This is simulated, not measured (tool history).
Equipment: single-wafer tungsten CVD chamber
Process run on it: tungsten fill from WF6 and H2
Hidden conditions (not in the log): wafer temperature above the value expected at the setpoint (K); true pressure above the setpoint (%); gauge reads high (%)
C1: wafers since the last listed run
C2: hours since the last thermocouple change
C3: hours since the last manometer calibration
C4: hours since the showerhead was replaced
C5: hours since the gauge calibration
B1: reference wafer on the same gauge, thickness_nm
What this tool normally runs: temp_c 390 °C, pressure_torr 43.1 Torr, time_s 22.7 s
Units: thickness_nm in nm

{"run": 1, "hour": 0.0, "temp_c": 399, "pressure_torr": 43.1, "time_s": 22.7, "C1": 0, "C2": 1963.4, "C3": 1919.7, "C4": 3284.4, "C5": 204.1, "B1": 75.499, "thickness_nm": 86.004}
{"run": 2, "hour": 26.7, "temp_c": 390, "pressure_torr": 43.1, "time_s": 22.7, "C1": 363, "C2": 1990.1, "C3": 1946.4, "C4": 3311.1, "C5": 230.8, "B1": 75.568, "thickness_nm": 74.649}
{"run": 3, "hour": 55.8, "temp_c": 397, "pressure_torr": 43.1, "time_s": 22.7, "C1": 396, "C2": 2019.2, "C3": 1975.5, "C4": 3340.2, "C5": 259.9, "B1": 75.245, "thickness_nm": 84.038}
{"run": 4, "hour": 139.6, "temp_c": 390, "pressure_torr": 43.1, "time_s": 22.7, "C1": 1142, "C2": 2103, "C3": 2059.3, "C4": 3424, "C5": 343.7, "B1": 75.652, "thickness_nm": 74.957}
{"run": 5, "hour": 195.9, "temp_c": 390, "pressure_torr": 43.1, "time_s": 22.7, "C1": 767, "C2": 2159.3, "C3": 2115.6, "C4": 3480.3, "C5": 400, "B1": 75.562, "thickness_nm": 74.397}
{"run": 6, "hour": 211.3, "temp_c": 390, "pressure_torr": 43.1, "time_s": 22.7, "C1": 209, "C2": 2174.7, "C3": 2131, "C4": 3495.7, "C5": 415.4, "B1": 75.517, "thickness_nm": 75.247}
{"hour": 243.1, "done": "showerhead replaced"}
{"run": 7, "hour": 243.9, "temp_c": 390, "pressure_torr": 43.1, "time_s": 22.7, "C1": 335, "C2": 2207.3, "C3": 2163.6, "C4": 0.8, "C5": 448, "B1": 75.439, "thickness_nm": 75.301}
{"hour": 271.0, "done": "thermocouple changed; heater temperature recalibrated"}
{"run": 8, "hour": 271.5, "temp_c": 390, "pressure_torr": 43.1, "time_s": 22.7, "C1": 267, "C2": 0.5, "C3": 2191.2, "C4": 28.4, "C5": 475.6, "B1": 75.356, "thickness_nm": 67.406}
{"run": 9, "hour": 287.2, "temp_c": 390, "pressure_torr": 43.1, "time_s": 22.7, "C1": 213, "C2": 16.2, "C3": 2206.9, "C4": 44.1, "C5": 491.3, "B1": 75.415, "thickness_nm": 68.209}
{"run": 10, "hour": 318.7, "temp_c": 390, "pressure_torr": 43.1, "time_s": 22.7, "C1": 429, "C2": 47.7, "C3": 2238.4, "C4": 75.6, "C5": 522.8, "B1": 75.455, "thickness_nm": 68.41}
{"run": 11, "hour": 345.1, "temp_c": 390, "pressure_torr": 43.1, "time_s": 22.7, "C1": 359, "C2": 74.1, "C3": 2264.8, "C4": 102, "C5": 549.2, "B1": 75.517, "thickness_nm": 68.805}
{"run": 12, "hour": 368.3, "temp_c": 390, "pressure_torr": 43.1, "time_s": 22.7, "C1": 316, "C2": 97.3, "C3": 2288, "C4": 125.2, "C5": 572.4, "B1": 75.508, "thickness_nm": 68.27}
{"run": 13, "hour": 394.1, "temp_c": 379, "pressure_torr": 43.1, "time_s": 24.4, "C1": 351, "C2": 123.1, "C3": 2313.8, "C4": 151, "C5": 598.2, "B1": 75.597, "thickness_nm": 61.295}
{"run": 14, "hour": 409.4, "temp_c": 390, "pressure_torr": 49.5, "time_s": 23.9, "C1": 208, "C2": 138.4, "C3": 2329.1, "C4": 166.3, "C5": 613.5, "B1": 75.527, "thickness_nm": 75.413}
{"hour": 423.6, "done": "capacitance manometer re-zeroed and calibrated"}
{"run": 15, "hour": 440.9, "temp_c": 383, "pressure_torr": 43.1, "time_s": 24.5, "C1": 320, "C2": 169.9, "C3": 17.3, "C4": 197.8, "C5": 645, "B1": 75.618, "thickness_nm": 66.573}
{"run": 16, "hour": 463.0, "temp_c": 390, "pressure_torr": 49.5, "time_s": 23.9, "C1": 301, "C2": 192, "C3": 39.4, "C4": 219.9, "C5": 667.1, "B1": 75.519, "thickness_nm": 76.295}
{"run": 17, "hour": 475.5, "temp_c": 378, "pressure_torr": 43.1, "time_s": 18.3, "C1": 170, "C2": 204.5, "C3": 51.9, "C4": 232.4, "C5": 679.6, "B1": 75.332, "thickness_nm": 45.583}
{"run": 18, "hour": 487.5, "temp_c": 397, "pressure_torr": 48.8, "time_s": 20.6, "C1": 163, "C2": 216.5, "C3": 63.9, "C4": 244.4, "C5": 691.6, "B1": 75.488, "thickness_nm": 72.631}
{"hour": 510.5, "done": "gauge calibrated"}
{"run": 19, "hour": 582.8, "temp_c": 390, "pressure_torr": 43.1, "time_s": 22.7, "C1": 1298, "C2": 311.8, "C3": 159.2, "C4": 339.7, "C5": 72.3, "B1": 75.612, "thickness_nm": 70.81}
{"run": 20, "hour": 602.5, "temp_c": 398, "pressure_torr": 48.5, "time_s": 22.7, "C1": 268, "C2": 331.5, "C3": 178.9, "C4": 359.4, "C5": 92, "B1": 75.434, "thickness_nm": 82.902}
{"run": 21, "hour": 619.2, "temp_c": 400, "pressure_torr": 39, "time_s": 26.5, "C1": 227, "C2": 348.2, "C3": 195.6, "C4": 376.1, "C5": 108.7, "B1": 75.407, "thickness_nm": 94.81}
{"run": 22, "hour": 650.5, "temp_c": 390, "pressure_torr": 47.7, "time_s": 24.1, "C1": 426, "C2": 379.5, "C3": 226.9, "C4": 407.4, "C5": 140, "B1": 75.497, "thickness_nm": 77.376}
{"run": 23, "hour": 684.1, "temp_c": 390, "pressure_torr": 43.1, "time_s": 22.7, "C1": 457, "C2": 413.1, "C3": 260.5, "C4": 441, "C5": 173.6, "B1": 75.62, "thickness_nm": 71.675}
{"run": 24, "hour": 708.1, "temp_c": 383, "pressure_torr": 32.4, "time_s": 22.7, "C1": 327, "C2": 437.1, "C3": 284.5, "C4": 465, "C5": 197.6, "B1": 75.383, "thickness_nm": 58.36}

What if the next run were any one of these 5? Each begins from the tool's condition after run 24:
{"run": "A", "hour": 708.5, "temp_c": 390, "pressure_torr": 43.1, "time_s": 22.7, "C1": 5, "C2": 437.5, "C3": 284.9, "C4": 465.4, "C5": 198, "B1": "?", "thickness_nm": "?"}
{"run": "B", "hour": 708.5, "temp_c": 380, "pressure_torr": 37.2, "time_s": 27.2, "C1": 5, "C2": 437.5, "C3": 284.9, "C4": 465.4, "C5": 198, "B1": "?", "thickness_nm": "?"}
{"run": "C", "hour": 708.5, "temp_c": 395, "pressure_torr": 38.8, "time_s": 26.3, "C1": 5, "C2": 437.5, "C3": 284.9, "C4": 465.4, "C5": 198, "B1": "?", "thickness_nm": "?"}
{"run": "D", "hour": 708.5, "temp_c": 377, "pressure_torr": 49.7, "time_s": 26.7, "C1": 5, "C2": 437.5, "C3": 284.9, "C4": 465.4, "C5": 198, "B1": "?", "thickness_nm": "?"}
{"run": "E", "hour": 708.5, "temp_c": 390, "pressure_torr": 43.1, "time_s": 20.5, "C1": 5, "C2": 437.5, "C3": 284.9, "C4": 465.4, "C5": 198, "B1": "?", "thickness_nm": "?"}

run=A B1=75.441 thickness_nm=70.978
run=B B1=75.441 thickness_nm=68.916
run=C B1=75.441 thickness_nm=86.882
run=D B1=75.441 thickness_nm=69.476
run=E B1=75.441 thickness_nm=64.071
With the hidden condition removed and each run's random variation left untouched, the same runs would have given:
run=A thickness_nm=67.372
run=B thickness_nm=65.241
run=C thickness_nm=82.524
run=D thickness_nm=65.717
run=E thickness_nm=60.815
